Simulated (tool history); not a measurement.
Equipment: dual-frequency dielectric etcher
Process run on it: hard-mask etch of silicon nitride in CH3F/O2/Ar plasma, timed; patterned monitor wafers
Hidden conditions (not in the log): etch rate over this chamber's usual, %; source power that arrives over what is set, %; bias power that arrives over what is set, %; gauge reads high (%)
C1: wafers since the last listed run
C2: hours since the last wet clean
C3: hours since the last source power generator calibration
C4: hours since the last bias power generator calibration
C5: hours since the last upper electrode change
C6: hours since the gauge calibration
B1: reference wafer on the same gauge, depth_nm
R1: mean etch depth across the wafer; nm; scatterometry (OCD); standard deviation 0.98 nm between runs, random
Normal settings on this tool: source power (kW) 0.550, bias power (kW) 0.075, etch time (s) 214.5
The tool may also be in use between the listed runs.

Run 1, day 0.000: usual settings; C1 0; C2 172.7; C3 1577.3; C4 1004.3; C5 4454.6; C6 1201.5; B1 186.7. Result: R1 175.8 nm.
Run 2, day 3.712: usual settings; C1 773; C2 261.8; C3 1666.4; C4 1093.4; C5 4543.7; C6 1290.6; B1 186.9. Result: R1 174.7 nm.
Run 3, day 6.012: usual settings; C1 479; C2 317.0; C3 1721.6; C4 1148.6; C5 4598.9; C6 1345.8; B1 186.5. Result: R1 174.9 nm.
Run 4, day 8.288: usual settings; C1 474; C2 371.6; C3 1776.2; C4 1203.2; C5 4653.5; C6 1400.4; B1 187.3. Result: R1 176.6 nm.
Run 5, day 10.329: usual settings; C1 425; C2 420.6; C3 1825.2; C4 1252.2; C5 4702.5; C6 1449.4; B1 187.3. Result: R1 175.3 nm.
At day 12.358: wet clean of the chamber.
Run 6, day 12.721: usual settings; C1 290; C2 8.7; C3 1882.6; C4 1309.6; C5 4759.9; C6 1506.8; B1 187.3. Result: R1 173.8 nm.
Run 7, day 15.125: usual settings; C1 501; C2 66.4; C3 1940.3; C4 1367.3; C5 4817.6; C6 1564.5; B1 187.2. Result: R1 174.5 nm.
At day 16.308: source power generator calibrated.
Run 8, day 16.500: usual settings; C1 251; C2 99.4; C3 4.6; C4 1400.3; C5 4850.6; C6 1597.5; B1 187.2. Result: R1 180.0 nm.
Run 9, day 19.392: usual settings but bias power (kW) 0.064; C1 602; C2 168.8; C3 74.0; C4 1469.7; C5 4920.0; C6 1666.9; B1 187.4. Result: R1 172.4 nm.
Run 10, day 22.075: usual settings but etch time (s) 177.5; C1 559; C2 233.2; C3 138.4; C4 1534.1; C5 4984.4; C6 1731.3; B1 187.0. Result: R1 147.8 nm.
At day 23.675: bias power generator calibrated.
At day 23.779: gauge calibrated.
Run 11, day 24.688: usual settings but source power (kW) 0.460; C1 509; C2 295.9; C3 201.1; C4 24.3; C5 5047.1; C6 21.8; B1 186.9. Result: R1 159.2 nm.
Run 12, day 26.400: usual settings but bias power (kW) 0.061; C1 356; C2 337.0; C3 242.2; C4 65.4; C5 5088.2; C6 62.9; B1 186.9. Result: R1 170.6 nm.
At day 27.504: upper electrode replaced, of another model than before.
Run 13, day 27.525: usual settings; C1 26; C2 364.0; C3 269.2; C4 92.4; C5 0.5; C6 89.9; B1 187.0. Result: R1 178.6 nm.
At day 29.912: wet clean of the chamber.
Run 14, day 29.933: usual settings but source power (kW) 0.510; C1 293; C2 0.5; C3 327.0; C4 150.2; C5 58.3; C6 147.7; B1 187.3. Result: R1 174.2 nm.
Run 15, day 31.967: usual settings but source power (kW) 0.600, bias power (kW) 0.087, etch time (s) 150.5; C1 423; C2 49.3; C3 375.8; C4 199.0; C5 107.1; C6 196.5; B1 186.8. Result: R1 134.9 nm.
Run 16, day 33.904: usual settings; C1 403; C2 95.8; C3 422.3; C4 245.5; C5 153.6; C6 243.0; B1 187.3. Result: R1 177.8 nm.
Run 17, day 36.138: usual settings but source power (kW) 0.460, bias power (kW) 0.069, etch time (s) 164.0; C1 465; C2 149.4; C3 475.9; C4 299.1; C5 207.2; C6 296.6; B1 186.6. Result: R1 125.0 nm.
Run 18, day 38.417: usual settings but source power (kW) 0.450, etch time (s) 171.0; C1 475; C2 204.1; C3 530.6; C4 353.8; C5 261.9; C6 351.3; B1 187.1. Result: R1 130.9 nm.
Run 19, day 41.017: usual settings but source power (kW) 0.600, bias power (kW) 0.090, etch time (s) 191.0; C1 541; C2 266.5; C3 593.0; C4 416.2; C5 324.3; C6 413.7; B1 187.4. Result: R1 172.0 nm.
Run 20, day 43.075: usual settings but source power (kW) 0.680, bias power (kW) 0.070, etch time (s) 255.0; C1 428; C2 315.9; C3 642.4; C4 465.6; C5 373.7; C6 463.1; B1 187.0. Result: R1 230.2 nm.
Run 21, day 44.429: usual settings but source power (kW) 0.480, bias power (kW) 0.085; C1 282; C2 348.4; C3 674.9; C4 498.1; C5 406.2; C6 495.6; B1 186.9. Result: R1 172.6 nm.
At day 48.654: wet clean of the chamber.
Run 22, day 50.288: usual settings; C1 1012; C2 39.2; C3 815.5; C4 638.7; C5 546.8; C6 636.2; B1 187.0. Result: R1 177.9 nm.
Run 23, day 51.367: usual settings but source power (kW) 0.620, bias power (kW) 0.063, etch time (s) 238.0; C1 224; C2 65.1; C3 841.4; C4 664.6; C5 572.7; C6 662.1; B1 186.8. Result: R1 201.2 nm.
Run 24, day 52.912: usual settings but source power (kW) 0.480, bias power (kW) 0.059, etch time (s) 176.5; C1 322; C2 102.2; C3 878.5; C4 701.7; C5 609.8; C6 699.2; B1 187.3. Result: R1 132.6 nm.
Run 25, day 55.279: usual settings but source power (kW) 0.510, bias power (kW) 0.091; C1 493; C2 159.0; C3 935.3; C4 758.5; C5 666.6; C6 756.0; B1 186.8. Result: R1 181.2 nm.
Run 26, day 58.208: usual settings but bias power (kW) 0.070, etch time (s) 232.5; C1 610; C2 229.3; C3 1005.6; C4 828.8; C5 736.9; C6 826.3; B1 187.0. Result: R1 191.9 nm.
Run 27, day 60.533: usual settings but etch time (s) 242.0; C1 484; C2 285.1; C3 1061.4; C4 884.6; C5 792.7; C6 882.1; B1 186.8. Result: R1 200.6 nm.
Run 28, day 62.162: usual settings but source power (kW) 0.680, bias power (kW) 0.070, etch time (s) 255.0; C1 339; C2 324.2; C3 1100.5; C4 923.7; C5 831.8; C6 921.2; B1 187.2. Result: R1 227.2 nm.

Selected run-to-run steps in R1, each split into two signed amounts: the part the tool would show with no hidden state at all (from settings, incoming material and random variation), and the remainder, which goes to the hidden state together with any gauge scatter not common to the measured and the hidden-state-free results:
Run 1 -> 2: settings left as they were, no log entry in between. R1 -1.1 nm: hidden state -0.5, all else -0.6.
Run 7 -> 8: source power generator calibrated. R1 +5.5 nm: hidden state +4.8, all else +0.7.
Run 19 -> 20: source power (kW) 0.600 -> 0.680, bias power (kW) 0.090 -> 0.070, etch time (s) 191.0 -> 255.0. R1 +58.2 nm: hidden state -0.1, all else +58.3.
Run 23 -> 24: source power (kW) 0.620 -> 0.480, bias power (kW) 0.063 -> 0.059, etch time (s) 238.0 -> 176.5. R1 -68.6 nm: hidden state +0.2, all else -68.8.

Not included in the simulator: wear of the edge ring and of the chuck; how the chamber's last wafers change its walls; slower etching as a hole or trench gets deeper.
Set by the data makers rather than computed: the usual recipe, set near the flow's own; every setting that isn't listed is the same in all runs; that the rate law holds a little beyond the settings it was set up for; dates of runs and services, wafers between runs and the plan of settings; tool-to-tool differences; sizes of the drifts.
